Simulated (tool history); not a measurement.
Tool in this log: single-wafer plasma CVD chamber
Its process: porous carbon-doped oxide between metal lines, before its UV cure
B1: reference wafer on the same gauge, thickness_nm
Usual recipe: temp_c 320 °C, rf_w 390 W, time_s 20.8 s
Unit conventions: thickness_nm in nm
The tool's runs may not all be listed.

{"run": 1, "hour": 0.0, "temp_c": 320, "rf_w": 370, "time_s": 20.8, "B1": 78.527, "thickness_nm": 74.79}
{"run": 2, "hour": 37.3, "temp_c": 320, "rf_w": 335, "time_s": 20.8, "B1": 78.52, "thickness_nm": 67.207}
{"run": 3, "hour": 93.5, "temp_c": 320, "rf_w": 335, "time_s": 20.8, "B1": 78.505, "thickness_nm": 67.592}
{"run": 4, "hour": 117.8, "temp_c": 320, "rf_w": 335, "time_s": 20.8, "B1": 78.547, "thickness_nm": 67.23}
{"run": 5, "hour": 147.5, "temp_c": 320, "rf_w": 390, "time_s": 20.8, "B1": 78.466, "thickness_nm": 78.582}
{"run": 6, "hour": 182.0, "temp_c": 320, "rf_w": 390, "time_s": 20.8, "B1": 78.472, "thickness_nm": 78.839}
{"run": 7, "hour": 233.5, "temp_c": 320, "rf_w": 390, "time_s": 20.8, "B1": 78.418, "thickness_nm": 79.027}
{"hour": 245.0, "done": "RF generator calibrated"}
{"run": 8, "hour": 295.7, "temp_c": 320, "rf_w": 390, "time_s": 20.8, "B1": 78.416, "thickness_nm": 81.449}
{"run": 9, "hour": 363.4, "temp_c": 320, "rf_w": 390, "time_s": 20.8, "B1": 78.525, "thickness_nm": 80.746}
{"run": 10, "hour": 399.3, "temp_c": 320, "rf_w": 390, "time_s": 20.8, "B1": 78.529, "thickness_nm": 81.415}
{"run": 11, "hour": 447.9, "temp_c": 320, "rf_w": 390, "time_s": 20.8, "B1": 78.586, "thickness_nm": 80.978}
{"run": 12, "hour": 485.2, "temp_c": 320, "rf_w": 390, "time_s": 20.8, "B1": 78.543, "thickness_nm": 80.207}
{"run": 13, "hour": 516.6, "temp_c": 312, "rf_w": 390, "time_s": 22.5, "B1": 78.51, "thickness_nm": 90.849}
{"run": 14, "hour": 549.0, "temp_c": 328, "rf_w": 390, "time_s": 17.1, "B1": 78.46, "thickness_nm": 64.473}
{"run": 15, "hour": 573.3, "temp_c": 320, "rf_w": 390, "time_s": 20.8, "B1": 78.546, "thickness_nm": 80.644}
{"hour": 586.6, "done": "showerhead replaced"}
{"run": 16, "hour": 644.9, "temp_c": 320, "rf_w": 355, "time_s": 20.8, "B1": 78.532, "thickness_nm": 73.042}
{"hour": 685.1, "done": "gauge calibrated"}
{"run": 17, "hour": 706.1, "temp_c": 310, "rf_w": 390, "time_s": 18.4, "B1": 78.452, "thickness_nm": 74.886}
{"run": 18, "hour": 777.1, "temp_c": 330, "rf_w": 390, "time_s": 20.8, "B1": 78.513, "thickness_nm": 77.22}
{"run": 19, "hour": 817.0, "temp_c": 328, "rf_w": 365, "time_s": 19.5, "B1": 78.545, "thickness_nm": 67.657}
{"hour": 845.0, "done": "thermocouple changed; heater temperature recalibrated"}
{"run": 20, "hour": 887.1, "temp_c": 311, "rf_w": 320, "time_s": 20.8, "B1": 78.528, "thickness_nm": 68.299}
{"run": 21, "hour": 936.1, "temp_c": 320, "rf_w": 335, "time_s": 20.8, "B1": 78.515, "thickness_nm": 68.762}
{"run": 22, "hour": 973.4, "temp_c": 334, "rf_w": 320, "time_s": 20.8, "B1": 78.573, "thickness_nm": 61.364}
{"run": 23, "hour": 1034.6, "temp_c": 331, "rf_w": 390, "time_s": 23.4, "B1": 78.456, "thickness_nm": 85.208}
{"run": 24, "hour": 1097.3, "temp_c": 320, "rf_w": 455, "time_s": 24.5, "B1": 78.57, "thickness_nm": 108.532}
{"run": 25, "hour": 1147.4, "temp_c": 320, "rf_w": 410, "time_s": 23.6, "B1": 78.467, "thickness_nm": 95.011}
{"run": 26, "hour": 1213.6, "temp_c": 320, "rf_w": 390, "time_s": 20.8, "B1": 78.501, "thickness_nm": 79.616}
{"run": 27, "hour": 1277.6, "temp_c": 308, "rf_w": 390, "time_s": 23.7, "B1": 78.54, "thickness_nm": 95.317}
{"run": 28, "hour": 1346.4, "temp_c": 334, "rf_w": 330, "time_s": 24.6, "B1": 78.566, "thickness_nm": 73.988}
{"run": 29, "hour": 1388.5, "temp_c": 312, "rf_w": 390, "time_s": 24, "B1": 78.49, "thickness_nm": 94.334}
{"run": 30, "hour": 1449.3, "temp_c": 309, "rf_w": 430, "time_s": 20.8, "B1": 78.472, "thickness_nm": 91.562}
{"run": 31, "hour": 1495.3, "temp_c": 320, "rf_w": 390, "time_s": 20.8, "B1": 78.508, "thickness_nm": 79.076}
{"run": 32, "hour": 1542.5, "temp_c": 329, "rf_w": 455, "time_s": 20.8, "B1": 78.584, "thickness_nm": 87.892}
{"run": 33, "hour": 1568.8, "temp_c": 324, "rf_w": 455, "time_s": 19.4, "B1": 78.52, "thickness_nm": 83.58}

Forecast each of these 5 alternatives for the next run:
{"run": "A", "hour": 1569.2, "temp_c": 320, "rf_w": 460, "time_s": 20.8, "B1": "?", "thickness_nm": "?"}
{"run": "B", "hour": 1569.2, "temp_c": 320, "rf_w": 390, "time_s": 17.8, "B1": "?", "thickness_nm": "?"}
{"run": "C", "hour": 1569.2, "temp_c": 327, "rf_w": 390, "time_s": 20.8, "B1": "?", "thickness_nm": "?"}
{"run": "D", "hour": 1569.2, "temp_c": 320, "rf_w": 425, "time_s": 24.7, "B1": "?", "thickness_nm": "?"}
{"run": "E", "hour": 1569.2, "temp_c": 315, "rf_w": 390, "time_s": 22.7, "B1": "?", "thickness_nm": "?"}

run=A B1=78.471 thickness_nm=92.264
run=B B1=78.471 thickness_nm=67.942
run=C B1=78.471 thickness_nm=76.42
run=D B1=78.471 thickness_nm=101.221
run=E B1=78.471 thickness_nm=88.036
Had the tool no hidden state, the same runs would have come out as:
run=A thickness_nm=94.909
run=B thickness_nm=70.239
run=C thickness_nm=79.004
run=D thickness_nm=104.565
run=E thickness_nm=91.013
